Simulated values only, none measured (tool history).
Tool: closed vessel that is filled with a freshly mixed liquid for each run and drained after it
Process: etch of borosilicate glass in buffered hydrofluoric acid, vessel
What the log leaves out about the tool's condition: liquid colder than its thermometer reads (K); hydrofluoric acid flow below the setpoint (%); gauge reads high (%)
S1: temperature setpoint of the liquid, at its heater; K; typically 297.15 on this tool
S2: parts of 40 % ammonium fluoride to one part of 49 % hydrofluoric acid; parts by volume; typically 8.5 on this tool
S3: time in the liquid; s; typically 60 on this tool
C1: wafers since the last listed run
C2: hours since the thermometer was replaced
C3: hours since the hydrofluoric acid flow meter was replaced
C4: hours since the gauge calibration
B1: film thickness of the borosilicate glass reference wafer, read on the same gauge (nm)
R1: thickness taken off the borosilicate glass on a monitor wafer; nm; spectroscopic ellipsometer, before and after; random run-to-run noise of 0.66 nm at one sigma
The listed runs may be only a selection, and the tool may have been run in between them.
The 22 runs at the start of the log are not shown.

{"run": 23, "hour": 584.4, "S1": 298.65, "S2": 10.5, "S3": 30, "C1": 4344, "C2": 1963.4, "C3": 190.9, "C4": 293.2, "B1": 49.57, "R1": 40.7}
{"run": 24, "hour": 608.7, "S1": 297.15, "S2": 8.5, "S3": 60, "C1": 3086, "C2": 1987.7, "C3": 215.2, "C4": 317.5, "B1": 49.52, "R1": 90.05}
{"run": 25, "hour": 629.1, "S1": 293.15, "S2": 8.5, "S3": 30, "C1": 2591, "C2": 2008.1, "C3": 235.6, "C4": 337.9, "B1": 49.5, "R1": 36.5}
{"run": 26, "hour": 660.1, "S1": 297.15, "S2": 8.5, "S3": 50, "C1": 3937, "C2": 2039.1, "C3": 266.6, "C4": 368.9, "B1": 49.42, "R1": 73.45}
{"hour": 666.2, "done": "thermometer replaced"}
{"run": 27, "hour": 679.0, "S1": 302.15, "S2": 11.0, "S3": 70, "C1": 2273, "C2": 12.8, "C3": 285.5, "C4": 387.8, "B1": 49.38, "R1": 107.59}
{"run": 28, "hour": 713.5, "S1": 297.15, "S2": 8.5, "S3": 80, "C1": 4382, "C2": 47.3, "C3": 320.0, "C4": 422.3, "B1": 49.32, "R1": 117.49}
{"run": 29, "hour": 748.2, "S1": 297.15, "S2": 6.0, "S3": 60, "C1": 4407, "C2": 82.0, "C3": 354.7, "C4": 457.0, "B1": 49.25, "R1": 126.32}
{"run": 30, "hour": 783.3, "S1": 297.15, "S2": 10.0, "S3": 60, "C1": 4458, "C2": 117.1, "C3": 389.8, "C4": 492.1, "B1": 49.19, "R1": 77.83}
{"run": 31, "hour": 813.5, "S1": 294.15, "S2": 11.5, "S3": 40, "C1": 3836, "C2": 147.3, "C3": 420.0, "C4": 522.3, "B1": 49.11, "R1": 38.46}
{"run": 32, "hour": 841.7, "S1": 297.15, "S2": 9.5, "S3": 85, "C1": 3582, "C2": 175.5, "C3": 448.2, "C4": 550.5, "B1": 49.05, "R1": 113.58}
{"hour": 848.0, "done": "gauge calibrated"}
{"run": 33, "hour": 868.7, "S1": 295.15, "S2": 8.5, "S3": 35, "C1": 3429, "C2": 202.5, "C3": 475.2, "C4": 20.7, "B1": 50.09, "R1": 46.73}

Alternative continuations, all from the tool just after run 33; predict every row:
{"run": "A", "hour": 869.4, "S1": 297.15, "S2": 8.5, "S3": 60, "C1": 88, "C2": 203.2, "C3": 475.9, "C4": 21.4, "B1": "?", "R1": "?"}
{"run": "B", "hour": 869.4, "S1": 300.15, "S2": 11.5, "S3": 60, "C1": 88, "C2": 203.2, "C3": 475.9, "C4": 21.4, "B1": "?", "R1": "?"}
{"run": "C", "hour": 869.4, "S1": 297.15, "S2": 7.0, "S3": 30, "C1": 88, "C2": 203.2, "C3": 475.9, "C4": 21.4, "B1": "?", "R1": "?"}

run=A B1=50.09 R1=90.04
run=B B1=50.09 R1=80.69
run=C B1=50.09 R1=55.77
The same runs, with their run-to-run variation unchanged, on a tool lacking any hidden condition would have given:
run=A R1=89.88
run=B R1=80.56
run=C R1=55.67
